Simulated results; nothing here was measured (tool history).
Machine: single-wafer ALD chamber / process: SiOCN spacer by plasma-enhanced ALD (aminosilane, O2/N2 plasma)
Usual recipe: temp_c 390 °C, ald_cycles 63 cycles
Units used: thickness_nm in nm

run	hour	temp_c	ald_cycles	read-back reference wafer on the same gauge, thickness_nm	thickness_nm
1	0.0	390	68	3.859	4.423
2	148.9	390	68	3.861	4.408
3	184.6	390	68	3.859	4.425
4	211.2	381	63	3.861	4.092
5	266.3	381	63	3.860	4.086
6	331.6	381	63	3.849	4.077
7	389.1	399	63	3.850	4.087
8	419.6	399	63	3.850	4.073
9	455.5	390	69	3.851	4.437
10	485.7	390	69	3.845	4.465
11	525.4	381	73	3.844	4.701
12	586.1	396	54	3.840	3.493
13	640.4	384	67	3.836	4.322
# hour 711.7: thermocouple changed; heater temperature recalibrated
14	712.1	400	51	3.831	3.291
15	765.5	397	71	3.818	4.559
# hour 777.4: gauge calibrated
16	827.6	404	55	3.849	3.514
17	890.1	377	73	3.845	4.715
18	916.4	390	63	3.849	4.058
19	968.2	375	54	3.854	3.495
20	993.0	390	59	3.847	3.826
21	1045.1	397	63	3.847	4.070
22	1070.7	390	68	3.845	4.413

Consider 4 possible next runs. They are alternatives, not a sequence: every one starts from the tool as it was left by run 22. What does each give?
A	1071.2	376	63	?	?
B	1071.2	401	59	?	?
C	1071.2	379	63	?	?
D	1071.2	404	70	?	?

run	read-back reference wafer on the same gauge, thickness_nm	thickness_nm
A	3.848	4.081
B	3.848	3.808
C	3.848	4.081
D	3.848	4.476
Had the tool no hidden state, the same runs would have come out as:
run	thickness_nm
A	4.085
B	3.811
C	4.085
D	4.479
